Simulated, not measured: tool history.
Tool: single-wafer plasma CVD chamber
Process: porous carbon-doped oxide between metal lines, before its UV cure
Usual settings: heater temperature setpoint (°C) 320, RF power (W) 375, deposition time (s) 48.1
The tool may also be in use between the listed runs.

| run | day | heater temperature setpoint (°C) | RF power (W) | deposition time (s) | wafers since the last listed run | hours since the last thermocouple change | hours since the last RF generator calibration | hours since the showerhead was replaced | hours since the gauge calibration | read-back reference wafer on the same gauge, thickness_nm | mean film thickness on the monitor wafer (Å) |
|---|---|---|---|---|---|---|---|---|---|---|---|
| 1 | 0 | 309 | 375 | 44 | 0 | 1032.4 | 1390.5 | 8386.8 | 113.5 | 217.919 | 2135.43 |
| 2 | 0.458 | 309 | 375 | 44 | 187 | 1043.4 | 1401.5 | 8397.8 | 124.5 | 218.133 | 2129.77 |
| 3 | 0.988 | 309 | 375 | 44 | 216 | 1056.1 | 1414.2 | 8410.5 | 137.2 | 217.971 | 2138.53 |
| 4 | 1.4 | 320 | 375 | 54.8 | 169 | 1066 | 1424.1 | 8420.4 | 147.1 | 218.007 | 2469.38 |
|  | 1.717 | gauge calibrated |
| 5 | 2.117 | 311 | 410 | 48.1 | 293 | 1083.2 | 1441.3 | 8437.6 | 9.6 | 218.127 | 2500.56 |
| 6 | 2.479 | 320 | 345 | 48.1 | 148 | 1091.9 | 1450 | 8446.3 | 18.3 | 218.212 | 2004.75 |
| 7 | 3.2 | 320 | 375 | 48.1 | 295 | 1109.2 | 1467.3 | 8463.6 | 35.6 | 217.926 | 2181.2 |
| 8 | 3.583 | 320 | 375 | 48.1 | 157 | 1118.4 | 1476.5 | 8472.8 | 44.8 | 218.019 | 2181.02 |
|  | 4.017 | showerhead replaced |
| 9 | 4.038 | 320 | 375 | 48.1 | 49 | 1129.3 | 1487.4 | 0.5 | 55.7 | 218.144 | 2177.26 |
|  | 4.608 | RF generator calibrated |
| 10 | 4.629 | 320 | 375 | 48.1 | 105 | 1143.5 | 0.5 | 14.7 | 69.9 | 218.07 | 2175.46 |
| 11 | 4.646 | 329 | 375 | 53 | 6 | 1143.9 | 0.9 | 15.1 | 70.3 | 218.01 | 2278.21 |
| 12 | 4.942 | 311 | 430 | 54 | 121 | 1151 | 8 | 22.2 | 77.4 | 218.206 | 2919.09 |
|  | 6.617 | thermocouple changed; heater temperature recalibrated |
| 13 | 7.012 | 311 | 375 | 53.9 | 712 | 9.5 | 57.7 | 71.9 | 127.1 | 218.042 | 2570.01 |
| 14 | 7.504 | 320 | 375 | 48.1 | 201 | 21.3 | 69.5 | 83.7 | 138.9 | 218.018 | 2181.65 |
| 15 | 7.875 | 310 | 405 | 48.1 | 152 | 30.2 | 78.4 | 92.6 | 147.8 | 218.243 | 2493.72 |
| 16 | 8.396 | 320 | 375 | 56.8 | 213 | 42.7 | 90.9 | 105.1 | 160.3 | 217.828 | 2564.21 |
| 17 | 8.779 | 320 | 375 | 48.1 | 157 | 51.9 | 100.1 | 114.3 | 169.5 | 217.89 | 2172.68 |
| 18 | 9.129 | 320 | 375 | 48.1 | 143 | 60.3 | 108.5 | 122.7 | 177.9 | 217.88 | 2171.95 |
|  | 9.242 | gauge calibrated |
| 19 | 9.496 | 320 | 375 | 48.1 | 150 | 69.1 | 117.3 | 131.5 | 6.1 | 218.151 | 2182.43 |
| 20 | 10 | 331 | 375 | 40.4 | 206 | 81.2 | 129.4 | 143.6 | 18.2 | 218.133 | 1730.9 |
| 21 | 11.488 | 320 | 340 | 43 | 609 | 116.9 | 165.1 | 179.3 | 53.9 | 218.081 | 1778.02 |
| 22 | 11.758 | 324 | 350 | 39.8 | 111 | 123.4 | 171.6 | 185.8 | 60.4 | 218.316 | 1653.37 |
| 23 | 12.238 | 311 | 345 | 57.5 | 196 | 134.9 | 183.1 | 197.3 | 71.9 | 218.003 | 2533.7 |

Hidden state at the last listed run before each entry between runs and at the first one after, where it differs:
Between runs 4 and 5: gauge calibrated (day 1.717)
  no hidden state differs between the two runs
Between runs 8 and 9: showerhead replaced (day 4.017)
  no hidden state differs between the two runs
Between runs 9 and 10: RF generator calibrated (day 4.608)
  no hidden state differs between the two runs
Between runs 12 and 13: thermocouple changed; heater temperature recalibrated (day 6.617)
  no hidden state differs between the two runs
Between runs 18 and 19: gauge calibrated (day 9.242)
  no hidden state differs between the two runs
